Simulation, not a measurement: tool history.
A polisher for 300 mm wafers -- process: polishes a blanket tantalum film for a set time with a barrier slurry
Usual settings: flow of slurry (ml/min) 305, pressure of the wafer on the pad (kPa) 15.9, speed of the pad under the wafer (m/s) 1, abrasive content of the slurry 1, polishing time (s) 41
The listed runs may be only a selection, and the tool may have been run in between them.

run     day  flow of slurry (ml/min)  pressure of the wafer on the pad (kPa)  speed of the pad under the wafer (m/s)  abrasive content of the slurry  polishing time (s)  incoming thickness of the incoming film, nm  film removed (Å)
  1       0                      305                                    15.9                                       1                            1.15                  41                                        330.8               910
      2.467  -- worn pad replaced by a new one
      3.117  -- head pressure recalibrated
  2    3.55                      305                                      20                                       1                               1                  41                                        330.4              1063
  3   5.067                      305                                      20                                       1                               1                  41                                        330.1              1085
  4   6.608                      305                                      20                                       1                               1                  41                                        328.6              1046
      8.279  -- slurry blender recalibrated
      8.921  -- slurry nozzle cleaned
  5     9.5                      360                                    15.9                                       1                               1                  34                                        330.8               770
  6  11.821                      305                                    15.9                                    1.22                             0.9                  41                                        328.4              1066
  7  13.858                      305                                    15.9                                       1                               1                  41                                        334.6               889
  8  19.458                      305                                    15.9                                       1                               1                  41                                        331.8               882
     19.912  -- worn pad replaced by a new one
  9  20.833                      305                                    15.9                                       1                               1                  41                                        330.8               870
 10  22.475                      305                                    15.9                                       1                               1                  41                                        329.4               876
     24.308  -- slurry blender recalibrated
     25.588  -- head pressure recalibrated
       26.5  -- slurry nozzle cleaned
 11  26.767                      305                                    15.9                                       1                               1                  41                                        327.1               912
 12  29.533                      305                                    15.9                                       1                               1                  46                                        329.4              1018
 13  33.275                      305                                    15.9                                       1                               1                  41                                        334.3               919
     34.312  -- worn pad replaced by a new one
 14  35.471                      305                                    15.9                                       1                               1                  41                                          327               870
 15  37.196                      305                                    15.9                                       1                               1                  41                                        332.8               884
     39.538  -- slurry blender recalibrated
 16    39.6                      305                                    15.9                                    1.22                             0.9                  41                                          324              1115
       40.9  -- slurry nozzle cleaned
 17  41.817                      305                                    15.9                                       1                               1                  52                                          337              1182
 18  42.996                      305                                    12.4                                       1                               1                  41                                        328.7               719
 19  44.925                      305                                    15.9                                    1.18                               1                  41                                        329.3              1061
     46.333  -- head pressure recalibrated
 20  47.642                      305                                    15.9                                       1                               1                  30                                        327.5               645
 21  50.471                      305                                    15.9                                     1.3                               1                  41                                        327.5              1144
     50.921  -- worn pad replaced by a new one
 22  52.771                      385                                    15.9                                       1                               1                  32                                        330.1               699
     55.133  -- slurry nozzle cleaned
 23  55.583                      305                                    10.3                                       1                               1                  30                                        326.7               435
       56.9  -- slurry blender recalibrated
 24  58.471                      305                                    15.9                                       1                               1                  41                                        332.6               916
     64.642  -- worn pad replaced by a new one
 25  66.017                      305                                    19.3                                    1.14                               1                  53                                        331.5              1604
     66.429  -- head pressure recalibrated
 26  67.017                      305                                    21.4                                       1                            0.85                  41                                        324.7              1080
 27  68.512                      305                                    15.9                                       1                             0.7                  41                                        335.2               788
       70.3  -- slurry nozzle cleaned
 28  71.112                      305                                    15.9                                       1                               1                  41                                        330.7               875
     72.079  -- slurry blender recalibrated
 29  72.317                      305                                    15.9                                       1                               1                  41                                        330.6               938
 30  74.188                      305                                    21.4                                       1                               1                  41                                        332.2              1202
 31  75.804                      385                                    19.3                                    0.68                               1                  52                                        331.4               945

3 options for the next run, each taken on its own from the tool as it stands now. Forecast them:
  A  75.821                      305                                    15.9                                       1                               1                  41                                        329.9                 ?
  B  75.821                      205                                    15.9                                     1.3                             1.2                  48                                        329.9                 ?
  C  75.821                      405                                    15.9                                    0.64                               1                  52                                        329.9                 ?

run  film removed (Å)
  A               923
  B              1432
  C               763
Take away the tool's hidden state, keep each run's random variation, and the runs would have read:
run  film removed (Å)
  A               959
  B              1482
  C               793

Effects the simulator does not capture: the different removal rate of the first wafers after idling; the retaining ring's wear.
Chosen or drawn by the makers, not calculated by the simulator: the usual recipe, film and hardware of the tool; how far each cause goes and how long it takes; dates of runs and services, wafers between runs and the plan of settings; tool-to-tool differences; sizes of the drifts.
